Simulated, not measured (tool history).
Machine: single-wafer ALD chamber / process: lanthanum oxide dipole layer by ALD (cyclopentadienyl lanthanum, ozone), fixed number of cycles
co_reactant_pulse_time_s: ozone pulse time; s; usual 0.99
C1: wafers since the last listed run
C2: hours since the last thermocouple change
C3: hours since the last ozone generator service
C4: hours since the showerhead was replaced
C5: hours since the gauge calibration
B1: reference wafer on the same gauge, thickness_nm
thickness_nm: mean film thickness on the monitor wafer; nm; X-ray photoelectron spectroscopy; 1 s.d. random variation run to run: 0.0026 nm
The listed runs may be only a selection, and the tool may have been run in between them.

run 1 hour=0 | co_reactant_pulse_time_s=0.99 | C1=0 C2=1075.6 C3=7 C4=2992.7 C5=680.2 | B1=0.51 | thickness_nm=0.41
run 2 hour=16.5 | co_reactant_pulse_time_s=0.99 | C1=473 C2=1092.1 C3=23.5 C4=3009.2 C5=696.7 | B1=0.51 | thickness_nm=0.405
run 3 hour=34.3 | co_reactant_pulse_time_s=0.99 | C1=510 C2=1109.9 C3=41.3 C4=3027 C5=714.5 | B1=0.51 | thickness_nm=0.407
run 4 hour=40.5 | co_reactant_pulse_time_s=0.72 | C1=177 C2=1116.1 C3=47.5 C4=3033.2 C5=720.7 | B1=0.51 | thickness_nm=0.367
-- hour=45.7 gauge calibrated
run 5 hour=57.5 | co_reactant_pulse_time_s=0.72 | C1=488 C2=1133.1 C3=64.5 C4=3050.2 C5=11.8 | B1=0.509 | thickness_nm=0.366
run 6 hour=71.4 | co_reactant_pulse_time_s=0.99 | C1=399 C2=1147 C3=78.4 C4=3064.1 C5=25.7 | B1=0.509 | thickness_nm=0.408
run 7 hour=81.1 | co_reactant_pulse_time_s=0.99 | C1=278 C2=1156.7 C3=88.1 C4=3073.8 C5=35.4 | B1=0.51 | thickness_nm=0.411
run 8 hour=90 | co_reactant_pulse_time_s=0.87 | C1=255 C2=1165.6 C3=97 C4=3082.7 C5=44.3 | B1=0.509 | thickness_nm=0.395
-- hour=124.6 ozone generator serviced, repeated, since the last time left the tool worse
run 9 hour=126 | co_reactant_pulse_time_s=1.22 | C1=803 C2=1201.6 C3=1.4 C4=3118.7 C5=80.3 | B1=0.51 | thickness_nm=0.49
-- hour=153.1 thermocouple changed; heater temperature recalibrated
run 10 hour=153.6 | co_reactant_pulse_time_s=0.99 | C1=562 C2=0.5 C3=29 C4=3146.3 C5=107.9 | B1=0.51 | thickness_nm=0.463
run 11 hour=159.9 | co_reactant_pulse_time_s=0.71 | C1=180 C2=6.8 C3=35.3 C4=3152.6 C5=114.2 | B1=0.51 | thickness_nm=0.429
run 12 hour=167.6 | co_reactant_pulse_time_s=0.73 | C1=221 C2=14.5 C3=43 C4=3160.3 C5=121.9 | B1=0.511 | thickness_nm=0.432
run 13 hour=183.8 | co_reactant_pulse_time_s=0.67 | C1=465 C2=30.7 C3=59.2 C4=3176.5 C5=138.1 | B1=0.511 | thickness_nm=0.427
-- hour=197.4 showerhead replaced
run 14 hour=197.9 | co_reactant_pulse_time_s=0.99 | C1=175 C2=44.8 C3=73.3 C4=0.5 C5=152.2 | B1=0.51 | thickness_nm=0.461
run 15 hour=207.8 | co_reactant_pulse_time_s=1.13 | C1=284 C2=54.7 C3=83.2 C4=10.4 C5=162.1 | B1=0.51 | thickness_nm=0.476
run 16 hour=216.9 | co_reactant_pulse_time_s=1.16 | C1=261 C2=63.8 C3=92.3 C4=19.5 C5=171.2 | B1=0.511 | thickness_nm=0.473
run 17 hour=225.8 | co_reactant_pulse_time_s=0.99 | C1=255 C2=72.7 C3=101.2 C4=28.4 C5=180.1 | B1=0.509 | thickness_nm=0.46
run 18 hour=241.3 | co_reactant_pulse_time_s=0.83 | C1=444 C2=88.2 C3=116.7 C4=43.9 C5=195.6 | B1=0.51 | thickness_nm=0.447
run 19 hour=249.3 | co_reactant_pulse_time_s=1.29 | C1=229 C2=96.2 C3=124.7 C4=51.9 C5=203.6 | B1=0.51 | thickness_nm=0.491
run 20 hour=264.1 | co_reactant_pulse_time_s=0.74 | C1=424 C2=111 C3=139.5 C4=66.7 C5=218.4 | B1=0.51 | thickness_nm=0.434
run 21 hour=277.6 | co_reactant_pulse_time_s=0.99 | C1=387 C2=124.5 C3=153 C4=80.2 C5=231.9 | B1=0.511 | thickness_nm=0.46
run 22 hour=292.1 | co_reactant_pulse_time_s=1.35 | C1=416 C2=139 C3=167.5 C4=94.7 C5=246.4 | B1=0.51 | thickness_nm=0.495
run 23 hour=307.7 | co_reactant_pulse_time_s=0.81 | C1=447 C2=154.6 C3=183.1 C4=110.3 C5=262 | B1=0.511 | thickness_nm=0.443
run 24 hour=314.7 | co_reactant_pulse_time_s=0.99 | C1=200 C2=161.6 C3=190.1 C4=117.3 C5=269 | B1=0.51 | thickness_nm=0.464
run 25 hour=327.2 | co_reactant_pulse_time_s=1.26 | C1=358 C2=174.1 C3=202.6 C4=129.8 C5=281.5 | B1=0.509 | thickness_nm=0.488
run 26 hour=333.7 | co_reactant_pulse_time_s=1.2 | C1=186 C2=180.6 C3=209.1 C4=136.3 C5=288 | B1=0.509 | thickness_nm=0.483
run 27 hour=346.4 | co_reactant_pulse_time_s=0.99 | C1=364 C2=193.3 C3=221.8 C4=149 C5=300.7 | B1=0.51 | thickness_nm=0.462
run 28 hour=357.2 | co_reactant_pulse_time_s=1.11 | C1=310 C2=204.1 C3=232.6 C4=159.8 C5=311.5 | B1=0.512 | thickness_nm=0.474
run 29 hour=371.3 | co_reactant_pulse_time_s=0.99 | C1=404 C2=218.2 C3=246.7 C4=173.9 C5=325.6 | B1=0.51 | thickness_nm=0.465
run 30 hour=387.7 | co_reactant_pulse_time_s=0.88 | C1=470 C2=234.6 C3=263.1 C4=190.3 C5=342 | B1=0.51 | thickness_nm=0.446
run 31 hour=400.7 | co_reactant_pulse_time_s=0.99 | C1=373 C2=247.6 C3=276.1 C4=203.3 C5=355 | B1=0.51 | thickness_nm=0.464
run 32 hour=411 | co_reactant_pulse_time_s=0.99 | C1=295 C2=257.9 C3=286.4 C4=213.6 C5=365.3 | B1=0.509 | thickness_nm=0.465
run 33 hour=425.3 | co_reactant_pulse_time_s=0.63 | C1=410 C2=272.2 C3=300.7 C4=227.9 C5=379.6 | B1=0.51 | thickness_nm=0.417

Take each entry between the runs: how does the hidden state at the last listed run before it differ from the hidden state at the first listed run after it?
In the gap between runs 4 and 5: gauge calibrated (hour 45.7)
  no difference in the tool's unlogged condition between these two runs
  the result without the hidden state subtracted from the measured one, thickness_nm: -0.067 -> -0.067 nm
In the gap between runs 8 and 9: ozone generator serviced, repeated, since the last time left the tool worse (hour 124.6)
  ozone dose above that of a generator just serviced (%): -45.4 -> -4.86
  the result without the hidden state subtracted from the measured one, thickness_nm: -0.065 -> -0.004 nm
In the gap between runs 9 and 10: thermocouple changed; heater temperature recalibrated (hour 153.1)
  ozone dose above that of a generator just serviced (%): -4.86 -> -4.87
  the result without the hidden state subtracted from the measured one, thickness_nm: -0.004 -> -0.005 nm
In the gap between runs 13 and 14: showerhead replaced (hour 197.4)
  ozone dose above that of a generator just serviced (%): -4.91 -> -4.94
  the result without the hidden state subtracted from the measured one, thickness_nm: -0.006 -> -0.005 nm

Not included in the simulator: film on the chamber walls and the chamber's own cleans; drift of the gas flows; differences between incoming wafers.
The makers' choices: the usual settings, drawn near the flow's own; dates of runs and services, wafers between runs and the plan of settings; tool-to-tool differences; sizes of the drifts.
